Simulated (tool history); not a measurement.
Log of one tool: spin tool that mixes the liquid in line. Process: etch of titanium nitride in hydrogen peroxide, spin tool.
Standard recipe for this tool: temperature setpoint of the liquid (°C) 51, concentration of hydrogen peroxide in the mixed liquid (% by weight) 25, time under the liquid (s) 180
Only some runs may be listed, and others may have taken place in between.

run,hour,temperature setpoint of the liquid (°C),concentration of hydrogen peroxide in the mixed liquid (% by weight),time under the liquid (s),wafers since the last listed run,hours since the thermometer was replaced,hours since the peroxide flow meter was replaced,hours since the heated supply line was repaired,hours since the drum of peroxide was connected,hours since the gauge calibration,"read-back film thickness of the titanium nitride reference wafer, read on the same gauge (nm)",thickness taken off the titanium nitride on a monitor wafer (nm)
1,0,51,25,180,0,480.8,282.1,1088,290.8,163,130,6.54
2,89.7,51,28,180,777,570.5,371.8,1177.7,380.5,252.7,129.99,6.74
3,129.8,51,25,95,347,610.6,411.9,1217.8,420.6,292.8,130,3.51
4,208,51,25,95,677,688.8,490.1,1296,498.8,371,129.99,3.51
5,264.6,48.5,21,180,490,745.4,546.7,1352.6,555.4,427.6,129.99,5.31
# hour 307.3: new drum of peroxide connected
6,315.6,48.5,21,180,433,796.4,597.7,1403.6,8.3,478.6,129.99,5.26
7,377.5,51,25,180,536,858.3,659.6,1465.5,70.2,540.5,130,6.64
8,455.6,56,25,180,676,936.4,737.7,1543.6,148.3,618.6,129.99,9.51
9,520.3,58.5,23,180,560,1001.1,802.4,1608.3,213,683.3,130,11
10,565.6,42.5,29.5,70,392,1046.4,847.7,1653.6,258.3,728.6,130,1.43
11,649.9,57.5,21,150,730,1130.7,932,1737.9,342.6,812.9,129.99,8.37
# hour 685.5: thermometer replaced
12,720.2,51,25,180,600,34.7,1002.3,1808.2,412.9,883.2,129.99,6.54
13,808.2,43.5,18,125,762,122.7,1090.3,1896.2,500.9,971.2,129.99,2.48
14,849.7,51,25,180,359,164.2,1131.8,1937.7,542.4,1012.7,130,6.57
# hour 892.4: new drum of peroxide connected
15,920.6,42,30,150,605,235.1,1202.7,2008.6,28.2,1083.6,129.99,2.99
16,1021.2,47.5,28,110,871,335.7,1303.3,2109.2,128.8,1184.2,129.97,3.23
# hour 1032.9: heated supply line repaired
17,1081.4,54.5,30,130,512,395.9,1363.5,48.5,189,1244.4,130,6.41
18,1122.6,51,25,100,356,437.1,1404.7,89.7,230.2,1285.6,130,3.67
19,1168.7,59.5,29.5,265,399,483.2,1450.8,135.8,276.3,1331.7,130,18.23
20,1246.5,51,27.5,180,674,561,1528.6,213.6,354.1,1409.5,130,6.8
21,1341.5,55.5,30,140,823,656,1623.6,308.6,449.1,1504.5,129.98,7.34
22,1394.7,43.5,25,180,460,709.2,1676.8,361.8,502.3,1557.7,130,3.83
23,1490.6,47.5,18,210,830,805.1,1772.7,457.7,598.2,1653.6,130,5.58
# hour 1501: new drum of peroxide connected
24,1550.9,56,25,180,513,865.4,1833,518,49.9,1713.9,130.02,9.44
25,1593.1,46,30,125,365,907.6,1875.2,560.2,92.1,1756.1,129.99,3.33

Each row is a separate what-if for the run after 25, all from the same tool condition, not one after another. Results?
A,1593.6,51,25,180,4,908.1,1875.7,560.7,92.6,1756.6,?,?
B,1593.6,51,30,180,4,908.1,1875.7,560.7,92.6,1756.6,?,?
C,1593.6,51,20.5,210,4,908.1,1875.7,560.7,92.6,1756.6,?,?
D,1593.6,58.5,30,150,4,908.1,1875.7,560.7,92.6,1756.6,?,?

run,"read-back film thickness of the titanium nitride reference wafer, read on the same gauge (nm)",thickness taken off the titanium nitride on a monitor wafer (nm)
A,130.01,6.62
B,130.01,6.89
C,130.01,7.4
D,130.01,9.72
Without the tool's unlogged condition, the same runs would have read:
run,thickness taken off the titanium nitride on a monitor wafer (nm)
A,6.62
B,6.89
C,7.4
D,9.72

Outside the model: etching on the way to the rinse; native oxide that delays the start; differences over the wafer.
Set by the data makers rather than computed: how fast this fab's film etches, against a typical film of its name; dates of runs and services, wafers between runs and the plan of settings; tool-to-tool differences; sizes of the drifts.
